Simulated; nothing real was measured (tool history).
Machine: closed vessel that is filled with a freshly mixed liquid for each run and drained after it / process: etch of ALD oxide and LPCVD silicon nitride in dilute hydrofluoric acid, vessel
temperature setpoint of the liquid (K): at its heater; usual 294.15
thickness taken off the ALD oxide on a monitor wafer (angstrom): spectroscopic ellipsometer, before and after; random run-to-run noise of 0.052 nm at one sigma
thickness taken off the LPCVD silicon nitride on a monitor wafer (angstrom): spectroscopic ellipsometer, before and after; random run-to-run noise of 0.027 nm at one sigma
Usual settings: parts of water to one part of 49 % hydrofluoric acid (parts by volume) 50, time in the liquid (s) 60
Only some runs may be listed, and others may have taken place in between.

| run | hour | temperature setpoint of the liquid (K) | parts of water to one part of 49 % hydrofluoric acid (parts by volume) | time in the liquid (s) | wafers since the last listed run | hours since the thermometer was replaced | hours since the hydrofluoric acid flow meter was replaced | hours since the gauge calibration | read-back film thickness of the ALD oxide reference wafer, read on the same gauge (nm) | read-back film thickness of the LPCVD silicon nitride reference wafer, read on the same gauge (nm) | thickness taken off the ALD oxide on a monitor wafer (angstrom) | thickness taken off the LPCVD silicon nitride on a monitor wafer (angstrom) |
|---|---|---|---|---|---|---|---|---|---|---|---|---|
| 1 | 0.0 | 294.15 | 50 | 60 | 0 | 276.7 | 18.5 | 3358.8 | 60.01 | 60.003 | 166.5 | 4.14 |
| 2 | 115.8 | 294.15 | 50 | 60 | 14458 | 392.5 | 134.3 | 3474.6 | 60.00 | 60.004 | 165.3 | 3.71 |
|  | 129.6 | gauge calibrated |
| 3 | 205.5 | 294.15 | 50 | 60 | 11199 | 482.2 | 224.0 | 75.9 | 60.02 | 60.021 | 165.6 | 3.92 |
| 4 | 262.1 | 294.15 | 50 | 50 | 7066 | 538.8 | 280.6 | 132.5 | 59.99 | 60.036 | 138.2 | 3.40 |
| 5 | 323.8 | 294.15 | 50 | 50 | 7703 | 600.5 | 342.3 | 194.2 | 60.00 | 60.004 | 138.9 | 3.04 |
| 6 | 436.0 | 294.15 | 50 | 50 | 14008 | 712.7 | 454.5 | 306.4 | 60.00 | 60.011 | 138.7 | 3.87 |
| 7 | 487.1 | 294.15 | 50 | 60 | 6380 | 763.8 | 505.6 | 357.5 | 60.01 | 59.980 | 166.4 | 4.38 |
| 8 | 539.8 | 294.15 | 50 | 60 | 6579 | 816.5 | 558.3 | 410.2 | 59.99 | 59.998 | 166.6 | 4.31 |
|  | 597.1 | thermometer replaced |
| 9 | 610.5 | 292.15 | 50 | 70 | 8702 | 13.4 | 629.0 | 480.9 | 59.99 | 60.010 | 180.2 | 4.12 |
| 10 | 647.5 | 298.15 | 25 | 60 | 4619 | 50.4 | 666.0 | 517.9 | 60.00 | 60.025 | 409.7 | 9.82 |
| 11 | 697.7 | 294.15 | 50 | 60 | 6267 | 100.6 | 716.2 | 568.1 | 59.98 | 60.034 | 167.6 | 3.85 |
| 12 | 789.6 | 290.65 | 40 | 60 | 11474 | 192.5 | 808.1 | 660.0 | 59.97 | 60.003 | 183.5 | 4.04 |
| 13 | 893.3 | 290.65 | 35 | 70 | 12947 | 296.2 | 911.8 | 763.7 | 59.99 | 60.000 | 246.7 | 5.00 |
| 14 | 969.3 | 296.15 | 70 | 35 | 9489 | 372.2 | 987.8 | 839.7 | 59.99 | 59.980 | 74.6 | 2.19 |
|  | 975.1 | hydrofluoric acid flow meter replaced |
| 15 | 1249.3 | 294.15 | 50 | 60 | 34835 | 652.2 | 274.2 | 1119.7 | 60.00 | 60.019 | 166.8 | 4.32 |
| 16 | 1320.2 | 291.65 | 65 | 80 | 8852 | 723.1 | 345.1 | 1190.6 | 59.99 | 60.022 | 150.6 | 3.78 |
|  | 1359.1 | thermometer replaced |
| 17 | 1390.5 | 290.15 | 65 | 50 | 8652 | 31.4 | 415.4 | 1260.9 | 59.99 | 60.009 | 88.1 | 1.85 |
| 18 | 1451.3 | 295.65 | 35 | 75 | 7591 | 92.2 | 476.2 | 1321.7 | 59.98 | 60.034 | 322.8 | 8.40 |
| 19 | 1538.9 | 294.15 | 50 | 60 | 10937 | 179.8 | 563.8 | 1409.3 | 59.99 | 60.022 | 166.9 | 4.30 |
| 20 | 1590.9 | 294.15 | 50 | 85 | 6492 | 231.8 | 615.8 | 1461.3 | 60.01 | 60.041 | 236.5 | 6.68 |
| 21 | 1680.5 | 290.15 | 50 | 90 | 11187 | 321.4 | 705.4 | 1550.9 | 60.01 | 59.966 | 211.6 | 4.70 |
| 22 | 1719.3 | 294.15 | 65 | 60 | 4844 | 360.2 | 744.2 | 1589.7 | 60.00 | 59.965 | 126.5 | 3.54 |
| 23 | 1775.3 | 297.15 | 25 | 90 | 6992 | 416.2 | 800.2 | 1645.7 | 60.00 | 59.964 | 592.1 | 13.93 |
| 24 | 1874.1 | 291.65 | 65 | 80 | 12335 | 515.0 | 899.0 | 1744.5 | 59.99 | 60.002 | 152.4 | 3.40 |
|  | 1932.8 | hydrofluoric acid flow meter replaced |
| 25 | 1953.8 | 290.65 | 70 | 45 | 9826 | 594.7 | 21.0 | 1824.2 | 59.99 | 59.994 | 74.9 | 1.86 |
| 26 | 2011.7 | 294.15 | 50 | 60 | 7229 | 652.6 | 78.9 | 1882.1 | 59.98 | 60.052 | 165.9 | 4.03 |

What the log doesn't show, run by run:
liquid hotter than its thermometer reads (K): 0, the same for each run
gauge reads high (%): 0, the same for each run
H1: hydrofluoric acid flow above the setpoint (%)
| run | H1 |
|---|---|
| 1 | 0.165 |
| 2 | 0.37 |
| 3 | 0.529 |
| 4 | 0.63 |
| 5 | 0.739 |
| 6 | 0.938 |
| 7 | 1.03 |
| 8 | 1.12 |
| 9 | 1.25 |
| 10 | 1.31 |
| 11 | 1.4 |
| 12 | 1.57 |
| 13 | 1.75 |
| 14 | 1.88 |
| 15 | 0.577 |
| 16 | 0.703 |
| 17 | 0.828 |
| 18 | 0.936 |
| 19 | 1.09 |
| 20 | 1.18 |
| 21 | 1.34 |
| 22 | 1.41 |
| 23 | 1.51 |
| 24 | 1.69 |
| 25 | 0.176 |
| 26 | 0.279 |

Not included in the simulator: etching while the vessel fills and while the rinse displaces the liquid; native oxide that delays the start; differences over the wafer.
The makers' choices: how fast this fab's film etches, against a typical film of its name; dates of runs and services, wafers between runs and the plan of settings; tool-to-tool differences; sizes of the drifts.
